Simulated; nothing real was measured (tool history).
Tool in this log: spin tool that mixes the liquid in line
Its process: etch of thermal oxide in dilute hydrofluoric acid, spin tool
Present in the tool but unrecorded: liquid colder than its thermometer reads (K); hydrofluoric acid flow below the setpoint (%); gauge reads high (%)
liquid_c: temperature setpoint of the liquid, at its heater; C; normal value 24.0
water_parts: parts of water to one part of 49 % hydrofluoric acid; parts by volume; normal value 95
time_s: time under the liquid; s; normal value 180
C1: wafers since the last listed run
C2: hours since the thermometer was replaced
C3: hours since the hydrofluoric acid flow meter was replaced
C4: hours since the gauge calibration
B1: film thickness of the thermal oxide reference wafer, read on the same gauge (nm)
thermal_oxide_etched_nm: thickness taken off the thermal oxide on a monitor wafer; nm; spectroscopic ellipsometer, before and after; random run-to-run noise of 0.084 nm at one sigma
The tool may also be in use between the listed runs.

run 1 hour=0.0 | liquid_c=24.0 water_parts=95 time_s=180 | C1=0 C2=204.6 C3=244.6 C4=1942.7 | B1=66.40 | thermal_oxide_etched_nm=8.13
run 2 hour=217.3 | liquid_c=21.0 water_parts=65 time_s=180 | C1=2317 C2=421.9 C3=461.9 C4=2160.0 | B1=65.95 | thermal_oxide_etched_nm=11.09
run 3 hour=312.6 | liquid_c=21.0 water_parts=65 time_s=180 | C1=1016 C2=517.2 C3=557.2 C4=2255.3 | B1=65.73 | thermal_oxide_etched_nm=11.24
run 4 hour=409.8 | liquid_c=24.0 water_parts=95 time_s=110 | C1=1036 C2=614.4 C3=654.4 C4=2352.5 | B1=65.48 | thermal_oxide_etched_nm=5.09
-- hour=445.1 hydrofluoric acid flow meter replaced
run 5 hour=503.5 | liquid_c=24.0 water_parts=95 time_s=110 | C1=988 C2=708.1 C3=58.4 C4=2446.2 | B1=65.33 | thermal_oxide_etched_nm=5.09
run 6 hour=560.2 | liquid_c=26.0 water_parts=95 time_s=255 | C1=604 C2=764.8 C3=115.1 C4=2502.9 | B1=65.20 | thermal_oxide_etched_nm=12.47
run 7 hour=614.8 | liquid_c=26.0 water_parts=95 time_s=180 | C1=582 C2=819.4 C3=169.7 C4=2557.5 | B1=65.09 | thermal_oxide_etched_nm=8.74
run 8 hour=677.9 | liquid_c=25.5 water_parts=125 time_s=180 | C1=672 C2=882.5 C3=232.8 C4=2620.6 | B1=64.94 | thermal_oxide_etched_nm=6.39
run 9 hour=714.0 | liquid_c=25.5 water_parts=125 time_s=180 | C1=385 C2=918.6 C3=268.9 C4=2656.7 | B1=64.90 | thermal_oxide_etched_nm=6.36
run 10 hour=777.5 | liquid_c=25.5 water_parts=125 time_s=180 | C1=677 C2=982.1 C3=332.4 C4=2720.2 | B1=64.77 | thermal_oxide_etched_nm=6.27
run 11 hour=857.3 | liquid_c=22.0 water_parts=125 time_s=180 | C1=851 C2=1061.9 C3=412.2 C4=2800.0 | B1=64.56 | thermal_oxide_etched_nm=5.52
run 12 hour=906.9 | liquid_c=22.0 water_parts=125 time_s=180 | C1=529 C2=1111.5 C3=461.8 C4=2849.6 | B1=64.44 | thermal_oxide_etched_nm=5.43
run 13 hour=960.3 | liquid_c=24.0 water_parts=65 time_s=180 | C1=569 C2=1164.9 C3=515.2 C4=2903.0 | B1=64.34 | thermal_oxide_etched_nm=12.37
run 14 hour=1021.7 | liquid_c=19.5 water_parts=110 time_s=225 | C1=654 C2=1226.3 C3=576.6 C4=2964.4 | B1=64.23 | thermal_oxide_etched_nm=7.18
run 15 hour=1077.0 | liquid_c=26.0 water_parts=55 time_s=275 | C1=589 C2=1281.6 C3=631.9 C4=3019.7 | B1=64.10 | thermal_oxide_etched_nm=24.33
run 16 hour=1180.1 | liquid_c=24.0 water_parts=95 time_s=180 | C1=1099 C2=1384.7 C3=735.0 C4=3122.8 | B1=63.89 | thermal_oxide_etched_nm=7.98
-- hour=1238.0 hydrofluoric acid flow meter replaced
-- hour=1263.1 gauge calibrated
run 17 hour=1280.6 | liquid_c=21.0 water_parts=65 time_s=180 | C1=1061 C2=1485.2 C3=42.6 C4=17.5 | B1=69.77 | thermal_oxide_etched_nm=11.83
run 18 hour=1366.3 | liquid_c=24.0 water_parts=95 time_s=180 | C1=914 C2=1570.9 C3=128.3 C4=103.2 | B1=69.59 | thermal_oxide_etched_nm=8.78
run 19 hour=1417.1 | liquid_c=19.5 water_parts=75 time_s=105 | C1=541 C2=1621.7 C3=179.1 C4=154.0 | B1=69.52 | thermal_oxide_etched_nm=5.49
run 20 hour=1515.6 | liquid_c=25.5 water_parts=145 time_s=220 | C1=1050 C2=1720.2 C3=277.6 C4=252.5 | B1=69.31 | thermal_oxide_etched_nm=7.06
run 21 hour=1621.8 | liquid_c=24.0 water_parts=95 time_s=180 | C1=1132 C2=1826.4 C3=383.8 C4=358.7 | B1=69.03 | thermal_oxide_etched_nm=8.71
run 22 hour=1728.0 | liquid_c=21.5 water_parts=60 time_s=275 | C1=1132 C2=1932.6 C3=490.0 C4=464.9 | B1=68.84 | thermal_oxide_etched_nm=19.70
-- hour=1748.5 thermometer replaced
run 23 hour=1823.8 | liquid_c=24.0 water_parts=80 time_s=180 | C1=1011 C2=75.3 C3=585.8 C4=560.7 | B1=68.66 | thermal_oxide_etched_nm=10.26
-- hour=1879.6 hydrofluoric acid flow meter replaced
run 24 hour=1912.5 | liquid_c=25.5 water_parts=140 time_s=235 | C1=935 C2=164.0 C3=32.9 C4=649.4 | B1=68.43 | thermal_oxide_etched_nm=7.63
run 25 hour=1976.8 | liquid_c=22.5 water_parts=50 time_s=135 | C1=685 C2=228.3 C3=97.2 C4=713.7 | B1=68.30 | thermal_oxide_etched_nm=12.10
run 26 hour=2105.0 | liquid_c=20.0 water_parts=95 time_s=275 | C1=1367 C2=356.5 C3=225.4 C4=841.9 | B1=68.03 | thermal_oxide_etched_nm=11.15
run 27 hour=2171.3 | liquid_c=24.0 water_parts=95 time_s=180 | C1=707 C2=422.8 C3=291.7 C4=908.2 | B1=67.90 | thermal_oxide_etched_nm=8.53
run 28 hour=2271.6 | liquid_c=29.0 water_parts=50 time_s=180 | C1=1069 C2=523.1 C3=392.0 C4=1008.5 | B1=67.66 | thermal_oxide_etched_nm=20.85
run 29 hour=2319.6 | liquid_c=24.0 water_parts=50 time_s=270 | C1=511 C2=571.1 C3=440.0 C4=1056.5 | B1=67.60 | thermal_oxide_etched_nm=25.46
run 30 hour=2365.9 | liquid_c=26.5 water_parts=65 time_s=180 | C1=493 C2=617.4 C3=486.3 C4=1102.8 | B1=67.46 | thermal_oxide_etched_nm=14.50
run 31 hour=2460.5 | liquid_c=20.5 water_parts=125 time_s=285 | C1=1008 C2=712.0 C3=580.9 C4=1197.4 | B1=67.27 | thermal_oxide_etched_nm=8.49
-- hour=2521.4 hydrofluoric acid flow meter replaced
run 32 hour=2526.5 | liquid_c=24.0 water_parts=60 time_s=150 | C1=693 C2=778.0 C3=5.1 C4=1263.4 | B1=67.17 | thermal_oxide_etched_nm=11.48

What if the next run were any one of these 5? Each begins from the tool's condition after run 32:
run A hour=2527.0 | liquid_c=19.5 water_parts=95 time_s=180 | C1=5 C2=778.5 C3=5.6 C4=1263.9 | B1=? | thermal_oxide_etched_nm=?
run B hour=2527.0 | liquid_c=24.0 water_parts=120 time_s=150 | C1=5 C2=778.5 C3=5.6 C4=1263.9 | B1=? | thermal_oxide_etched_nm=?
run C hour=2527.0 | liquid_c=19.5 water_parts=45 time_s=255 | C1=5 C2=778.5 C3=5.6 C4=1263.9 | B1=? | thermal_oxide_etched_nm=?
run D hour=2527.0 | liquid_c=29.0 water_parts=70 time_s=280 | C1=5 C2=778.5 C3=5.6 C4=1263.9 | B1=? | thermal_oxide_etched_nm=?
run E hour=2527.0 | liquid_c=24.0 water_parts=95 time_s=85 | C1=5 C2=778.5 C3=5.6 C4=1263.9 | B1=? | thermal_oxide_etched_nm=?

run=A B1=67.15 thermal_oxide_etched_nm=6.96
run=B B1=67.15 thermal_oxide_etched_nm=5.34
run=C B1=67.15 thermal_oxide_etched_nm=22.04
run=D B1=67.15 thermal_oxide_etched_nm=22.18
run=E B1=67.15 thermal_oxide_etched_nm=3.94
Without the tool's unlogged condition, the same runs would have read:
run=A thermal_oxide_etched_nm=7.25
run=B thermal_oxide_etched_nm=5.57
run=C thermal_oxide_etched_nm=22.98
run=D thermal_oxide_etched_nm=23.13
run=E thermal_oxide_etched_nm=4.11
